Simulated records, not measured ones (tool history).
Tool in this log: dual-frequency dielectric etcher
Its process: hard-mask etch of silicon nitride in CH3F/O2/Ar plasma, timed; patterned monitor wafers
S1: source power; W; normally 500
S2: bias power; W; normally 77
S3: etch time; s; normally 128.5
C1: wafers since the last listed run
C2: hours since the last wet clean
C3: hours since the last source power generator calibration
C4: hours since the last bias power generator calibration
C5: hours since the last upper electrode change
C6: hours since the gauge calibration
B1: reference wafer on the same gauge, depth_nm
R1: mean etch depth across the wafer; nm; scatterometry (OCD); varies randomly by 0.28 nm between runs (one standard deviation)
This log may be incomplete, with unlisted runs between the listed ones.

run	day	S1	S2	S3	C1	C2	C3	C4	C5	C6	B1	R1
1	0	500	77	128.5	0	224.9	3583.5	4709.5	5603.4	94.5	82.1	100.7
2	0.792	500	77	128.5	170	243.9	3602.5	4728.5	5622.4	113.5	82.1	101.4
3	1.567	500	77	128.5	166	262.5	3621.1	4747.1	5641	132.1	82	101.1
4	2.542	500	77	128.5	210	285.9	3644.5	4770.5	5664.4	155.5	82	100.7
5	3.354	500	77	128.5	175	305.4	3664	4790	5683.9	175	82	100.6
6	4.633	500	77	128.5	275	336.1	3694.7	4820.7	5714.6	205.7	82	100.6
# day 5.708: upper electrode replaced
7	5.729	500	77	128.5	20	362.4	3721	4847	0.5	232	82.1	100.1
# day 5.908: source power generator calibrated
8	5.929	500	77	128.5	7	367.2	0.5	4851.8	5.3	236.8	82	100.3
9	7.104	500	77	128.5	253	395.4	28.7	4880	33.5	265	82	100.1
10	7.812	430	61	150.5	152	412.4	45.7	4897	50.5	282	81.9	101.9
11	8.629	500	77	128.5	175	432	65.3	4916.6	70.1	301.6	82	100.2
12	9.775	500	91	93	246	459.5	92.8	4944.1	97.6	329.1	82	77
# day 10.358: gauge calibrated
# day 11.817: wet clean of the chamber
13	11.838	500	77	112.5	228	0.5	142.3	4993.6	147.1	35.5	82	89.4
14	11.85	500	77	128.5	2	0.8	142.6	4993.9	147.4	35.8	81.9	101.9
# day 12.083: bias power generator calibrated
15	12.9	540	88	144.5	190	26	167.8	19.6	172.6	61	82	124.1
16	13.967	500	77	128.5	229	51.6	193.4	45.2	198.2	86.6	82	102.1
17	15.054	500	84	128.5	234	77.7	219.5	71.3	224.3	112.7	82	105.2
18	15.667	500	71	128.5	131	92.4	234.2	86	239	127.4	82	98.6

5 ways to go on from here, each from the tool as it stands after run 18. What would each give?
A	15.688	500	77	128.5	4	92.9	234.7	86.5	239.5	127.9	?	?
B	15.688	590	77	140	4	92.9	234.7	86.5	239.5	127.9	?	?
C	15.688	540	66	128.5	4	92.9	234.7	86.5	239.5	127.9	?	?
D	15.688	500	87	105	4	92.9	234.7	86.5	239.5	127.9	?	?
E	15.688	580	88	143.5	4	92.9	234.7	86.5	239.5	127.9	?	?

run	B1	R1
A	82	101
B	82	116.1
C	82	97.4
D	82	86.7
E	82	124.9
What these runs would have given with no unlogged condition in the tool:
run	R1
A	102.1
B	117.4
C	98.4
D	87.6
E	126.2
